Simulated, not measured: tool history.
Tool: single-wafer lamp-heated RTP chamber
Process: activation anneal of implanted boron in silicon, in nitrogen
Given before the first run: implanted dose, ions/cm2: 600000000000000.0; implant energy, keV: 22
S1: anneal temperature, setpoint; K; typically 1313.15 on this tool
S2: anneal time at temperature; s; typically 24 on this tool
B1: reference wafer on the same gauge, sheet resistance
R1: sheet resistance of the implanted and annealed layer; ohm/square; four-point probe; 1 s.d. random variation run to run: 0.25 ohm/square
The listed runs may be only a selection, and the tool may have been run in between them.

run	day	S1	S2	B1	R1
1	0	1313.15	18	192.7	170.02
2	1.346	1313.15	18	192.82	169.81
3	2.529	1313.15	33	192.94	168.38
4	3.321	1313.15	24	193.01	169.45
5	4.688	1313.15	24	193.1	169.22
6	5.35	1313.15	24	193.31	169.65
# day 6.025: pyrometer window cleaned and pyrometer calibrated
7	6.683	1313.15	24	193.36	170.09
8	7.283	1313.15	24	193.39	169.31
9	7.817	1313.15	24	193.49	169.36
10	9.138	1313.15	24	193.65	169.94
11	9.679	1313.15	24	193.71	169.96
12	10.692	1313.15	24	193.95	169.98
13	11.238	1313.15	24	193.87	169.56
# day 12.167: reflector plate cleaned
14	12.188	1324.15	24	194.16	169.56
15	12.9	1313.15	24	194.22	170.94
16	14.104	1313.15	24	194.52	170.36
17	14.788	1313.15	35	194.69	169.16
18	15.579	1288.15	15	194.81	174.07
19	17.008	1313.15	24	195	171.08
# day 17.092: gauge calibrated
# day 18.321: pyrometer window cleaned and pyrometer calibrated
20	18.342	1285.15	12	192.23	173.07
21	19.388	1313.15	24	192.28	168.72
22	20.8	1313.15	24	192.23	168.67
23	21.354	1321.15	13	192.38	169.27
24	22.275	1301.15	28	192.16	169.27
25	22.979	1295.15	19	192.32	170.9
26	23.725	1313.15	24	192.51	168.39
27	24.55	1327.15	16	192.25	168.63
28	26	1313.15	24	192.58	169.13
29	26.817	1303.15	11	192.6	171.06
30	27.438	1332.15	38	192.62	166.82
31	28.646	1313.15	19	192.73	169.71
32	30.038	1330.15	12	192.79	169.21
# day 30.708: pyrometer window cleaned and pyrometer calibrated
33	31.092	1332.15	34	192.97	167.43

Predict each of these 3 candidate next runs independently; none follows another, all start after run 33:
A	31.108	1297.15	24	?	?
B	31.108	1285.15	35	?	?
C	31.108	1324.15	29	?	?

run	B1	R1
A	192.88	170.54
B	192.88	171.3
C	192.88	167.93
Without the tool's unlogged condition, the same runs would have read:
run	R1
A	169.73
B	170.49
C	167.14

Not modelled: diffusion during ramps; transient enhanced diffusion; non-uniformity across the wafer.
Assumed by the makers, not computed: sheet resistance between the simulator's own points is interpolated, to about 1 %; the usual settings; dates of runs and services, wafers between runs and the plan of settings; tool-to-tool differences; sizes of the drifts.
